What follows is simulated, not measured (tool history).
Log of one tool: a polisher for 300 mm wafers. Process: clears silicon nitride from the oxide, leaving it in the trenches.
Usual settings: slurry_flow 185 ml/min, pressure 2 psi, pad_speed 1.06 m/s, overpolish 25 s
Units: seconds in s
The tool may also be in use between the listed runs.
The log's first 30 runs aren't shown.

run,hour,slurry_flow,pressure,pad_speed,overpolish,"incoming thickness of the incoming film, nm",seconds
31,837.6,185,2,1.06,25,61.2,96.3
32,852.2,235,2,0.84,31,60.3,120.6
33,887.1,185,1.4,1.2,25,60.5,115.8
34,914.1,155,2,0.76,10,60.8,143.4
35,948.3,185,2,1.06,25,60.1,103.4
36,962.2,185,2,1.18,25,59.8,93.5
# hour 973.4: worn pad replaced by a new one
37,987.9,185,2,1.06,40,60.3,95.3
38,1015.6,185,2,1.06,25,59.6,97.2

3 ways to go on from here, each from the tool as it stands after run 38. What would each give?
A,1016.1,185,2,1.06,25,59.6,?
B,1016.1,225,2,1.06,25,59.6,?
C,1016.1,135,2,1.22,25,59.6,?

run,seconds
A,94
B,91.4
C,86.6
Without the tool's hidden state the same runs would have given:
run,seconds
A,93.2
B,90.7
C,86

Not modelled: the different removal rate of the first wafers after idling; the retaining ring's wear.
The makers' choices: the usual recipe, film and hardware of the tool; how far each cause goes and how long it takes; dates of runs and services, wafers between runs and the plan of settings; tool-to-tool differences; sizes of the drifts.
